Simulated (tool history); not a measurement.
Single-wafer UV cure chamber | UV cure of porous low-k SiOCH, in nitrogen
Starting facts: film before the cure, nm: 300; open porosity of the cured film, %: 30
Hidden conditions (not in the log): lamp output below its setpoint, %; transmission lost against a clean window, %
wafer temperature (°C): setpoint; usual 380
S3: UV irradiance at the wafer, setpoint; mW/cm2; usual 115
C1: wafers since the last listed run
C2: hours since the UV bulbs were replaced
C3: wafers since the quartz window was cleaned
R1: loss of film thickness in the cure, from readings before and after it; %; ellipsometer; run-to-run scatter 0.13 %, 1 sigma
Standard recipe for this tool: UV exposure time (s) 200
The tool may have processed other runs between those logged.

run 1 hour=0.0 | wafer_temperature_(°C)=380 UV_exposure_time_(s)=200 S3=115 | C1=0 C2=666.0 C3=2057 | R1=13.307
run 2 hour=65.1 | wafer_temperature_(°C)=380 UV_exposure_time_(s)=200 S3=115 | C1=469 C2=731.1 C3=2527 | R1=13.278
run 3 hour=111.0 | wafer_temperature_(°C)=380 UV_exposure_time_(s)=200 S3=115 | C1=330 C2=777.0 C3=2858 | R1=13.237
run 4 hour=201.8 | wafer_temperature_(°C)=380 UV_exposure_time_(s)=200 S3=115 | C1=654 C2=867.8 C3=3512 | R1=13.162
-- hour=214.2 quartz window cleaned
-- hour=234.3 UV bulbs replaced
run 5 hour=256.9 | wafer_temperature_(°C)=380 UV_exposure_time_(s)=290 S3=142 | C1=281 C2=22.6 C3=250 | R1=17.709
run 6 hour=359.1 | wafer_temperature_(°C)=380 UV_exposure_time_(s)=290 S3=142 | C1=736 C2=124.8 C3=987 | R1=17.304
run 7 hour=435.3 | wafer_temperature_(°C)=380 UV_exposure_time_(s)=290 S3=142 | C1=549 C2=201.0 C3=1536 | R1=17.166
run 8 hour=538.4 | wafer_temperature_(°C)=365 UV_exposure_time_(s)=160 S3=115 | C1=743 C2=304.1 C3=2280 | R1=12.134
run 9 hour=589.7 | wafer_temperature_(°C)=380 UV_exposure_time_(s)=200 S3=115 | C1=369 C2=355.4 C3=2650 | R1=13.653
run 10 hour=674.2 | wafer_temperature_(°C)=380 UV_exposure_time_(s)=200 S3=115 | C1=609 C2=439.9 C3=3259 | R1=13.641
-- hour=695.6 quartz window cleaned
run 11 hour=739.3 | wafer_temperature_(°C)=380 UV_exposure_time_(s)=285 S3=115 | C1=411 C2=505.0 C3=314 | R1=15.721
run 12 hour=809.3 | wafer_temperature_(°C)=380 UV_exposure_time_(s)=280 S3=134 | C1=504 C2=575.0 C3=819 | R1=15.946
run 13 hour=894.8 | wafer_temperature_(°C)=370 UV_exposure_time_(s)=310 S3=115 | C1=616 C2=660.5 C3=1436 | R1=15.790
run 14 hour=952.8 | wafer_temperature_(°C)=380 UV_exposure_time_(s)=120 S3=115 | C1=418 C2=718.5 C3=1854 | R1=10.721
run 15 hour=1031.9 | wafer_temperature_(°C)=380 UV_exposure_time_(s)=200 S3=115 | C1=570 C2=797.6 C3=2424 | R1=13.378
-- hour=1123.8 UV bulbs replaced
run 16 hour=1130.9 | wafer_temperature_(°C)=380 UV_exposure_time_(s)=200 S3=115 | C1=656 C2=7.1 C3=3081 | R1=14.402
-- hour=1181.2 quartz window cleaned
run 17 hour=1182.5 | wafer_temperature_(°C)=380 UV_exposure_time_(s)=95 S3=153 | C1=314 C2=58.7 C3=9 | R1=11.865
run 18 hour=1283.4 | wafer_temperature_(°C)=380 UV_exposure_time_(s)=140 S3=115 | C1=727 C2=159.6 C3=736 | R1=12.173
run 19 hour=1347.1 | wafer_temperature_(°C)=362 UV_exposure_time_(s)=115 S3=140 | C1=459 C2=223.3 C3=1196 | R1=11.402
run 20 hour=1416.3 | wafer_temperature_(°C)=380 UV_exposure_time_(s)=200 S3=115 | C1=498 C2=292.5 C3=1695 | R1=13.685
run 21 hour=1512.2 | wafer_temperature_(°C)=363 UV_exposure_time_(s)=145 S3=115 | C1=691 C2=388.4 C3=2386 | R1=11.559
run 22 hour=1584.0 | wafer_temperature_(°C)=392 UV_exposure_time_(s)=200 S3=103 | C1=517 C2=460.2 C3=2904 | R1=13.134
-- hour=1607.0 quartz window cleaned
run 23 hour=1632.0 | wafer_temperature_(°C)=400 UV_exposure_time_(s)=200 S3=115 | C1=288 C2=508.2 C3=180 | R1=13.645

Consider 4 possible next runs. They are alternatives, not a sequence: every one starts from the tool as it was left by run 23. What does each give?
run A hour=1632.5 | wafer_temperature_(°C)=362 UV_exposure_time_(s)=200 S3=115 | C1=3 C2=508.7 C3=184 | R1=?
run B hour=1632.5 | wafer_temperature_(°C)=380 UV_exposure_time_(s)=200 S3=126 | C1=3 C2=508.7 C3=184 | R1=?
run C hour=1632.5 | wafer_temperature_(°C)=396 UV_exposure_time_(s)=105 S3=105 | C1=3 C2=508.7 C3=184 | R1=?
run D hour=1632.5 | wafer_temperature_(°C)=391 UV_exposure_time_(s)=125 S3=135 | C1=3 C2=508.7 C3=184 | R1=?

run=A R1=13.129
run=B R1=14.023
run=C R1=10.025
run=D R1=12.126
The same runs, with their run-to-run variation unchanged, on a tool lacking any hidden condition would have given:
run=A R1=14.196
run=B R1=15.107
run=C R1=11.047
run=D R1=13.176
